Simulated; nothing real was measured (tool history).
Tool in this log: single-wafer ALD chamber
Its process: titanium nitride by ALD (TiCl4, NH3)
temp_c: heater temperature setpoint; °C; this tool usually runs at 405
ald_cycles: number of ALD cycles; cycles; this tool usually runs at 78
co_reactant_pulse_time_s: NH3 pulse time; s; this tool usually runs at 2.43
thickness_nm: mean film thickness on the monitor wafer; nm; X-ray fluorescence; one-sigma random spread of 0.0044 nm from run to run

| run | hour | temp_c | ald_cycles | co_reactant_pulse_time_s | wafers since the last listed run | hours since the last thermocouple change | hours since the showerhead was replaced | hours since the gauge calibration | read-back reference wafer on the same gauge, thickness_nm | thickness_nm |
|---|---|---|---|---|---|---|---|---|---|---|
| 1 | 0 | 405 | 72 | 2.43 | 0 | 1529 | 4314.2 | 94.4 | 1.831 | 1.633 |
| 2 | 11.1 | 405 | 78 | 2.43 | 35 | 1540.1 | 4325.3 | 105.5 | 1.832 | 1.767 |
| 3 | 24.4 | 405 | 78 | 2.43 | 42 | 1553.4 | 4338.6 | 118.8 | 1.832 | 1.766 |
| 4 | 36.4 | 405 | 78 | 2.43 | 38 | 1565.4 | 4350.6 | 130.8 | 1.833 | 1.767 |
| 5 | 44.7 | 405 | 78 | 2.43 | 26 | 1573.7 | 4358.9 | 139.1 | 1.833 | 1.766 |
| 6 | 62.2 | 405 | 78 | 2.43 | 55 | 1591.2 | 4376.4 | 156.6 | 1.836 | 1.769 |
| 7 | 73.3 | 405 | 78 | 2.43 | 35 | 1602.3 | 4387.5 | 167.7 | 1.835 | 1.775 |
| 8 | 86.3 | 405 | 78 | 2.43 | 41 | 1615.3 | 4400.5 | 180.7 | 1.837 | 1.777 |
| 9 | 93.5 | 405 | 78 | 2.43 | 22 | 1622.5 | 4407.7 | 187.9 | 1.838 | 1.776 |
| 10 | 104 | 405 | 78 | 2.43 | 33 | 1633 | 4418.2 | 198.4 | 1.84 | 1.774 |
| 11 | 121.1 | 405 | 78 | 2.43 | 54 | 1650.1 | 4435.3 | 215.5 | 1.841 | 1.775 |
| 12 | 135.6 | 405 | 78 | 2.01 | 46 | 1664.6 | 4449.8 | 230 | 1.842 | 1.767 |
| 13 | 145.4 | 405 | 78 | 2.01 | 31 | 1674.4 | 4459.6 | 239.8 | 1.843 | 1.757 |
| 14 | 152.2 | 405 | 78 | 2.01 | 21 | 1681.2 | 4466.4 | 246.6 | 1.844 | 1.76 |
| 15 | 167.6 | 405 | 78 | 2.43 | 48 | 1696.6 | 4481.8 | 262 | 1.848 | 1.781 |
| 16 | 180.6 | 405 | 78 | 2.43 | 41 | 1709.6 | 4494.8 | 275 | 1.847 | 1.781 |
|  | 182.1 | gauge calibrated |
| 17 | 193.1 | 405 | 78 | 2.43 | 39 | 1722.1 | 4507.3 | 11 | 1.829 | 1.768 |
|  | 209.1 | showerhead replaced |
| 18 | 209.6 | 405 | 78 | 2.43 | 26 | 1738.6 | 0.5 | 27.5 | 1.829 | 1.76 |
| 19 | 216.2 | 390 | 78 | 2.43 | 20 | 1745.2 | 7.1 | 34.1 | 1.83 | 1.748 |
| 20 | 226.6 | 413 | 78 | 2.43 | 33 | 1755.6 | 17.5 | 44.5 | 1.831 | 1.768 |
| 21 | 235.5 | 418 | 88 | 1.81 | 28 | 1764.5 | 26.4 | 53.4 | 1.83 | 1.967 |
| 22 | 246.3 | 405 | 86 | 2.43 | 34 | 1775.3 | 37.2 | 64.2 | 1.83 | 1.946 |
| 23 | 258 | 405 | 78 | 2.01 | 37 | 1787 | 48.9 | 75.9 | 1.831 | 1.749 |
| 24 | 273 | 405 | 78 | 2.43 | 47 | 1802 | 63.9 | 90.9 | 1.831 | 1.765 |
|  | 289.7 | thermocouple changed; heater temperature recalibrated |
| 25 | 290.4 | 393 | 87 | 3.16 | 29 | 0.7 | 81.3 | 108.3 | 1.832 | 1.981 |
| 26 | 297.2 | 405 | 78 | 2.43 | 21 | 7.5 | 88.1 | 115.1 | 1.832 | 1.771 |
| 27 | 311.8 | 400 | 93 | 2.43 | 46 | 22.1 | 102.7 | 129.7 | 1.832 | 2.111 |
| 28 | 329.6 | 395 | 78 | 3.3 | 56 | 39.9 | 120.5 | 147.5 | 1.834 | 1.782 |
| 29 | 346.1 | 396 | 73 | 1.77 | 52 | 56.4 | 137 | 164 | 1.836 | 1.618 |
| 30 | 354.4 | 405 | 78 | 1.89 | 26 | 64.7 | 145.3 | 172.3 | 1.837 | 1.756 |
| 31 | 375 | 405 | 78 | 2.75 | 65 | 85.3 | 165.9 | 192.9 | 1.837 | 1.78 |
| 32 | 387.1 | 394 | 78 | 1.66 | 38 | 97.4 | 178 | 205 | 1.838 | 1.715 |
| 33 | 404.2 | 419 | 78 | 2.43 | 54 | 114.5 | 195.1 | 222.1 | 1.842 | 1.792 |
| 34 | 419.3 | 405 | 86 | 2.43 | 47 | 129.6 | 210.2 | 237.2 | 1.843 | 1.958 |
| 35 | 430.2 | 405 | 78 | 2.43 | 34 | 140.5 | 221.1 | 248.1 | 1.845 | 1.775 |
| 36 | 445.5 | 405 | 78 | 2.43 | 48 | 155.8 | 236.4 | 263.4 | 1.848 | 1.783 |
| 37 | 462.3 | 405 | 78 | 2.43 | 53 | 172.6 | 253.2 | 280.2 | 1.848 | 1.783 |

Below, some changes in thickness_nm between adjacent runs. For each, the amount present without the hidden state too (settings, incoming material, random variation) and the amount remaining for the hidden state with gauge scatter not shared by both compared results:
Hidden conditions of the tool in this case: wafer temperature above the value expected at the setpoint (K); gauge reads high (%).
Run 14 -> 15: co_reactant_pulse_time_s 2.01 -> 2.43. thickness_nm +0.021 nm: hidden state +0.003, all else +0.018.
Run 16 -> 17: gauge calibrated. thickness_nm -0.013 nm: hidden state -0.017, all else +0.004.
Run 24 -> 25: temp_c 405 -> 393, ald_cycles 78 -> 87, co_reactant_pulse_time_s 2.43 -> 3.16, thermocouple changed; heater temperature recalibrated. thickness_nm +0.216 nm: hidden state +0.001, all else +0.215.
Run 26 -> 27: temp_c 405 -> 400, ald_cycles 78 -> 93. thickness_nm +0.34 nm: hidden state +0.002, all else +0.338.
Run 27 -> 28: temp_c 400 -> 395, ald_cycles 93 -> 78, co_reactant_pulse_time_s 2.43 -> 3.3. thickness_nm -0.329 nm: hidden state +0.001, all else -0.33.
Run 32 -> 33: temp_c 394 -> 419, co_reactant_pulse_time_s 1.66 -> 2.43. thickness_nm +0.077 nm: hidden state +0.003, all else +0.074.
